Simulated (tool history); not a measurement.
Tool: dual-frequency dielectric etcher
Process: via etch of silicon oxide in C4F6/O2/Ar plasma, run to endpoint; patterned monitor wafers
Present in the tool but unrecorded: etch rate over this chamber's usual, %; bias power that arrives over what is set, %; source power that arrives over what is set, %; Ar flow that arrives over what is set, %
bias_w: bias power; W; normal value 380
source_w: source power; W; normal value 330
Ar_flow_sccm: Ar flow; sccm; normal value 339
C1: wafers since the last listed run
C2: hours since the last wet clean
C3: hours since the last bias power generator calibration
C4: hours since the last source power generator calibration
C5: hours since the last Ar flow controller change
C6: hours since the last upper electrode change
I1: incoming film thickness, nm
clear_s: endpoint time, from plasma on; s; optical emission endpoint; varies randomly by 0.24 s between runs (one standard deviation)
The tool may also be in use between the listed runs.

run 1 hour=0.0 | bias_w=380 source_w=330 Ar_flow_sccm=357 | C1=0 C2=160.9 C3=2952.2 C4=1813.9 C5=5694.0 C6=2563.9 | I1=113.4 | clear_s=30.1
run 2 hour=27.4 | bias_w=380 source_w=330 Ar_flow_sccm=357 | C1=381 C2=188.3 C3=2979.6 C4=1841.3 C5=5721.4 C6=2591.3 | I1=112.3 | clear_s=30.6
run 3 hour=62.5 | bias_w=380 source_w=330 Ar_flow_sccm=369 | C1=488 C2=223.4 C3=3014.7 C4=1876.4 C5=5756.5 C6=2626.4 | I1=114.3 | clear_s=31.2
-- hour=69.7 bias power generator calibrated
run 4 hour=81.5 | bias_w=380 source_w=330 Ar_flow_sccm=369 | C1=208 C2=242.4 C3=11.8 C4=1895.4 C5=5775.5 C6=2645.4 | I1=113.9 | clear_s=30.7
run 5 hour=110.6 | bias_w=380 source_w=330 Ar_flow_sccm=339 | C1=405 C2=271.5 C3=40.9 C4=1924.5 C5=5804.6 C6=2674.5 | I1=113.3 | clear_s=30.7
run 6 hour=143.4 | bias_w=380 source_w=330 Ar_flow_sccm=339 | C1=456 C2=304.3 C3=73.7 C4=1957.3 C5=5837.4 C6=2707.3 | I1=112.7 | clear_s=30.6
run 7 hour=177.4 | bias_w=380 source_w=330 Ar_flow_sccm=339 | C1=473 C2=338.3 C3=107.7 C4=1991.3 C5=5871.4 C6=2741.3 | I1=112.3 | clear_s=30.8
run 8 hour=203.0 | bias_w=380 source_w=330 Ar_flow_sccm=339 | C1=356 C2=363.9 C3=133.3 C4=2016.9 C5=5897.0 C6=2766.9 | I1=113.2 | clear_s=30.7
-- hour=221.6 source power generator calibrated
run 9 hour=222.8 | bias_w=463 source_w=410 Ar_flow_sccm=392 | C1=220 C2=383.7 C3=153.1 C4=1.2 C5=5916.8 C6=2786.7 | I1=111.7 | clear_s=25.6
-- hour=248.7 wet clean of the chamber
run 10 hour=268.5 | bias_w=380 source_w=400 Ar_flow_sccm=386 | C1=302 C2=19.8 C3=198.8 C4=46.9 C5=5962.5 C6=2832.4 | I1=113.4 | clear_s=28.8
run 11 hour=294.9 | bias_w=380 source_w=390 Ar_flow_sccm=339 | C1=367 C2=46.2 C3=225.2 C4=73.3 C5=5988.9 C6=2858.8 | I1=111.9 | clear_s=28.5
run 12 hour=320.0 | bias_w=416 source_w=300 Ar_flow_sccm=364 | C1=349 C2=71.3 C3=250.3 C4=98.4 C5=6014.0 C6=2883.9 | I1=112.9 | clear_s=30.0
-- hour=329.9 Ar flow controller replaced
-- hour=352.2 upper electrode replaced
run 13 hour=352.7 | bias_w=309 source_w=290 Ar_flow_sccm=376 | C1=60 C2=104.0 C3=283.0 C4=131.1 C5=22.8 C6=0.5 | I1=113.9 | clear_s=36.4
run 14 hour=353.1 | bias_w=380 source_w=330 Ar_flow_sccm=373 | C1=5 C2=104.4 C3=283.4 C4=131.5 C5=23.2 C6=0.9 | I1=112.2 | clear_s=30.2
run 15 hour=376.1 | bias_w=287 source_w=380 Ar_flow_sccm=313 | C1=320 C2=127.4 C3=306.4 C4=154.5 C5=46.2 C6=23.9 | I1=113.3 | clear_s=34.3
run 16 hour=402.2 | bias_w=299 source_w=370 Ar_flow_sccm=339 | C1=363 C2=153.5 C3=332.5 C4=180.6 C5=72.3 C6=50.0 | I1=112.6 | clear_s=33.7
run 17 hour=437.5 | bias_w=380 source_w=330 Ar_flow_sccm=339 | C1=491 C2=188.8 C3=367.8 C4=215.9 C5=107.6 C6=85.3 | I1=113.1 | clear_s=30.2
run 18 hour=451.3 | bias_w=380 source_w=300 Ar_flow_sccm=397 | C1=192 C2=202.6 C3=381.6 C4=229.7 C5=121.4 C6=99.1 | I1=111.6 | clear_s=31.2
run 19 hour=470.4 | bias_w=380 source_w=330 Ar_flow_sccm=373 | C1=265 C2=221.7 C3=400.7 C4=248.8 C5=140.5 C6=118.2 | I1=112.4 | clear_s=30.6
run 20 hour=515.5 | bias_w=380 source_w=330 Ar_flow_sccm=339 | C1=627 C2=266.8 C3=445.8 C4=293.9 C5=185.6 C6=163.3 | I1=112.6 | clear_s=30.5
run 21 hour=548.0 | bias_w=380 source_w=330 Ar_flow_sccm=339 | C1=452 C2=299.3 C3=478.3 C4=326.4 C5=218.1 C6=195.8 | I1=112.7 | clear_s=30.5
run 22 hour=569.8 | bias_w=339 source_w=400 Ar_flow_sccm=305 | C1=303 C2=321.1 C3=500.1 C4=348.2 C5=239.9 C6=217.6 | I1=113.4 | clear_s=30.4
run 23 hour=599.0 | bias_w=316 source_w=300 Ar_flow_sccm=386 | C1=406 C2=350.3 C3=529.3 C4=377.4 C5=269.1 C6=246.8 | I1=113.4 | clear_s=36.1
run 24 hour=615.4 | bias_w=349 source_w=330 Ar_flow_sccm=405 | C1=228 C2=366.7 C3=545.7 C4=393.8 C5=285.5 C6=263.2 | I1=113.0 | clear_s=32.8
run 25 hour=633.3 | bias_w=380 source_w=330 Ar_flow_sccm=339 | C1=249 C2=384.6 C3=563.6 C4=411.7 C5=303.4 C6=281.1 | I1=112.6 | clear_s=30.1
run 26 hour=659.6 | bias_w=407 source_w=350 Ar_flow_sccm=312 | C1=366 C2=410.9 C3=589.9 C4=438.0 C5=329.7 C6=307.4 | I1=113.2 | clear_s=28.3
-- hour=699.6 wet clean of the chamber
run 27 hour=700.1 | bias_w=442 source_w=330 Ar_flow_sccm=302 | C1=229 C2=0.5 C3=630.4 C4=478.5 C5=370.2 C6=347.9 | I1=113.4 | clear_s=27.7
run 28 hour=721.6 | bias_w=418 source_w=330 Ar_flow_sccm=305 | C1=299 C2=22.0 C3=651.9 C4=500.0 C5=391.7 C6=369.4 | I1=112.4 | clear_s=28.1
run 29 hour=740.9 | bias_w=296 source_w=360 Ar_flow_sccm=417 | C1=268 C2=41.3 C3=671.2 C4=519.3 C5=411.0 C6=388.7 | I1=113.1 | clear_s=35.2
run 30 hour=805.5 | bias_w=317 source_w=370 Ar_flow_sccm=256 | C1=899 C2=105.9 C3=735.8 C4=583.9 C5=475.6 C6=453.3 | I1=111.7 | clear_s=31.0

What differs in the tool's unlogged condition from the final listed run ahead of each entry between runs to the first listed run following it?
Run 3 -> run 4: bias power generator calibrated (hour 69.7)
  no difference in the tool's unlogged condition between these two runs
Run 8 -> run 9: source power generator calibrated (hour 221.6)
  no difference in the tool's unlogged condition between these two runs
Run 9 -> run 10: wet clean of the chamber (hour 248.7)
  no difference in the tool's unlogged condition between these two runs
Run 12 -> run 13: Ar flow controller replaced (hour 329.9); upper electrode replaced (hour 352.2)
  no difference in the tool's unlogged condition between these two runs
Run 26 -> run 27: wet clean of the chamber (hour 699.6)
  no difference in the tool's unlogged condition between these two runs
